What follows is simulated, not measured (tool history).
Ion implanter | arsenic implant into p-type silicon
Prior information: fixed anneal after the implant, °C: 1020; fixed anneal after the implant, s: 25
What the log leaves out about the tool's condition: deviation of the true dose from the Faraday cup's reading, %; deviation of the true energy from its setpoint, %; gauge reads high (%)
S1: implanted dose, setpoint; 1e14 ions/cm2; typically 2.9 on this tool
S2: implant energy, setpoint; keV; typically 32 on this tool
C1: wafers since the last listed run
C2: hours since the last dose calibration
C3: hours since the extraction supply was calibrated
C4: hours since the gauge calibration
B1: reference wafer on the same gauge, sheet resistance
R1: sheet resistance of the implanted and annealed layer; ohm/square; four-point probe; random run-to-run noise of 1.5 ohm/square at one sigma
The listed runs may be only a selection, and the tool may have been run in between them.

{"run": 1, "hour": 0.0, "S1": 3.17, "S2": 40, "C1": 0, "C2": 140.7, "C3": 4492.8, "C4": 1262.2, "B1": 274.06, "R1": 263.29}
{"hour": 259.2, "done": "gauge calibrated"}
{"run": 2, "hour": 296.1, "S1": 3.17, "S2": 40, "C1": 6561, "C2": 436.8, "C3": 4788.9, "C4": 36.9, "B1": 273.82, "R1": 266.15}
{"run": 3, "hour": 350.6, "S1": 3.17, "S2": 40, "C1": 1207, "C2": 491.3, "C3": 4843.4, "C4": 91.4, "B1": 273.57, "R1": 267.35}
{"run": 4, "hour": 417.0, "S1": 2.9, "S2": 32, "C1": 1471, "C2": 557.7, "C3": 4909.8, "C4": 157.8, "B1": 273.75, "R1": 296.27}
{"run": 5, "hour": 498.4, "S1": 2.9, "S2": 32, "C1": 1803, "C2": 639.1, "C3": 4991.2, "C4": 239.2, "B1": 273.95, "R1": 297.83}
{"run": 6, "hour": 560.9, "S1": 2.9, "S2": 32, "C1": 1385, "C2": 701.6, "C3": 5053.7, "C4": 301.7, "B1": 274.1, "R1": 300.97}
{"run": 7, "hour": 624.6, "S1": 2.54, "S2": 32, "C1": 1411, "C2": 765.3, "C3": 5117.4, "C4": 365.4, "B1": 273.71, "R1": 328.36}
{"run": 8, "hour": 697.2, "S1": 2.54, "S2": 32, "C1": 1608, "C2": 837.9, "C3": 5190, "C4": 438, "B1": 273.89, "R1": 332}
{"run": 9, "hour": 744.1, "S1": 2.54, "S2": 32, "C1": 1039, "C2": 884.8, "C3": 5236.9, "C4": 484.9, "B1": 273.85, "R1": 329.97}
{"run": 10, "hour": 835.0, "S1": 2.9, "S2": 40, "C1": 2014, "C2": 975.7, "C3": 5327.8, "C4": 575.8, "B1": 274.1, "R1": 290.26}
{"run": 11, "hour": 880.3, "S1": 2.9, "S2": 40, "C1": 1003, "C2": 1021, "C3": 5373.1, "C4": 621.1, "B1": 273.77, "R1": 291.38}
{"hour": 895.2, "done": "Faraday cup replaced and dose calibrated"}
{"run": 12, "hour": 927.4, "S1": 2.9, "S2": 40, "C1": 866, "C2": 32.2, "C3": 5420.2, "C4": 668.2, "B1": 274.1, "R1": 281.52}
{"run": 13, "hour": 1018.7, "S1": 2.9, "S2": 39.5, "C1": 2023, "C2": 123.5, "C3": 5511.5, "C4": 759.5, "B1": 274.07, "R1": 282.75}
{"run": 14, "hour": 1095.1, "S1": 2.9, "S2": 39.5, "C1": 1693, "C2": 199.9, "C3": 5587.9, "C4": 835.9, "B1": 274.16, "R1": 282.69}
{"run": 15, "hour": 1206.5, "S1": 2.9, "S2": 39.5, "C1": 2468, "C2": 311.3, "C3": 5699.3, "C4": 947.3, "B1": 274.18, "R1": 286.93}
{"run": 16, "hour": 1301.5, "S1": 3.09, "S2": 38, "C1": 2105, "C2": 406.3, "C3": 5794.3, "C4": 1042.3, "B1": 274.19, "R1": 273.62}
{"run": 17, "hour": 1389.5, "S1": 2.9, "S2": 32, "C1": 1950, "C2": 494.3, "C3": 5882.3, "C4": 1130.3, "B1": 273.83, "R1": 294.35}
{"run": 18, "hour": 1447.2, "S1": 2.06, "S2": 36.5, "C1": 1278, "C2": 552, "C3": 5940, "C4": 1188, "B1": 274.05, "R1": 369.02}
{"run": 19, "hour": 1512.1, "S1": 3.12, "S2": 38, "C1": 1438, "C2": 616.9, "C3": 6004.9, "C4": 1252.9, "B1": 274.33, "R1": 269.59}
{"hour": 1583.2, "done": "gauge calibrated"}
{"run": 20, "hour": 1585.4, "S1": 3.27, "S2": 42.5, "C1": 1624, "C2": 690.2, "C3": 6078.2, "C4": 2.2, "B1": 273.84, "R1": 260.36}
{"run": 21, "hour": 1678.4, "S1": 2.9, "S2": 40, "C1": 2060, "C2": 783.2, "C3": 6171.2, "C4": 95.2, "B1": 273.89, "R1": 287.65}
{"run": 22, "hour": 1762.7, "S1": 3.22, "S2": 21.5, "C1": 1868, "C2": 867.5, "C3": 6255.5, "C4": 179.5, "B1": 274.05, "R1": 288.81}
{"run": 23, "hour": 1850.3, "S1": 2.23, "S2": 35, "C1": 1941, "C2": 955.1, "C3": 6343.1, "C4": 267.1, "B1": 274.03, "R1": 358.33}
{"run": 24, "hour": 1893.3, "S1": 3.6, "S2": 23.5, "C1": 952, "C2": 998.1, "C3": 6386.1, "C4": 310.1, "B1": 274.06, "R1": 263.43}
{"hour": 1931.4, "done": "Faraday cup replaced and dose calibrated"}
{"run": 25, "hour": 1974.1, "S1": 2.9, "S2": 32, "C1": 1613, "C2": 42.7, "C3": 6466.9, "C4": 390.9, "B1": 273.89, "R1": 287.46}
{"run": 26, "hour": 2080.6, "S1": 2.48, "S2": 42.5, "C1": 2360, "C2": 149.2, "C3": 6573.4, "C4": 497.4, "B1": 274.2, "R1": 312.16}
{"hour": 2097.8, "done": "extraction supply calibrated"}
{"run": 27, "hour": 2158.2, "S1": 3.51, "S2": 24, "C1": 1542, "C2": 226.8, "C3": 60.4, "C4": 575, "B1": 274.13, "R1": 259.2}
{"run": 28, "hour": 2229.4, "S1": 2.08, "S2": 43, "C1": 1577, "C2": 298, "C3": 131.6, "C4": 646.2, "B1": 273.74, "R1": 356.57}
{"run": 29, "hour": 2285.3, "S1": 2.9, "S2": 27.5, "C1": 1238, "C2": 353.9, "C3": 187.5, "C4": 702.1, "B1": 273.96, "R1": 296.37}
{"run": 30, "hour": 2330.9, "S1": 2.9, "S2": 32, "C1": 1010, "C2": 399.5, "C3": 233.1, "C4": 747.7, "B1": 273.52, "R1": 292.34}
{"run": 31, "hour": 2382.5, "S1": 2.08, "S2": 23.5, "C1": 1143, "C2": 451.1, "C3": 284.7, "C4": 799.3, "B1": 274, "R1": 389.89}
{"run": 32, "hour": 2471.7, "S1": 2.62, "S2": 25.5, "C1": 1976, "C2": 540.3, "C3": 373.9, "C4": 888.5, "B1": 273.97, "R1": 325.03}
{"run": 33, "hour": 2529.1, "S1": 2.9, "S2": 32, "C1": 1272, "C2": 597.7, "C3": 431.3, "C4": 945.9, "B1": 273.77, "R1": 291.68}
{"run": 34, "hour": 2621.2, "S1": 2.9, "S2": 28, "C1": 2040, "C2": 689.8, "C3": 523.4, "C4": 1038, "B1": 274.02, "R1": 300.31}
{"run": 35, "hour": 2665.2, "S1": 2.9, "S2": 23.5, "C1": 975, "C2": 733.8, "C3": 567.4, "C4": 1082, "B1": 274, "R1": 306.62}

Here are 3 independent what-if runs from the current tool condition. What would each one return?
{"run": "A", "hour": 2665.6, "S1": 2.9, "S2": 32, "C1": 8, "C2": 734.2, "C3": 567.8, "C4": 1082.4, "B1": "?", "R1": "?"}
{"run": "B", "hour": 2665.6, "S1": 3.56, "S2": 29, "C1": 8, "C2": 734.2, "C3": 567.8, "C4": 1082.4, "B1": "?", "R1": "?"}
{"run": "C", "hour": 2665.6, "S1": 3.59, "S2": 29, "C1": 8, "C2": 734.2, "C3": 567.8, "C4": 1082.4, "B1": "?", "R1": "?"}

run=A B1=274.09 R1=292.1
run=B B1=274.09 R1=253.46
run=C B1=274.09 R1=251.84
Take away the tool's hidden state, keep each run's random variation, and the runs would have read:
run=A R1=285.84
run=B R1=247.97
run=C R1=246.39
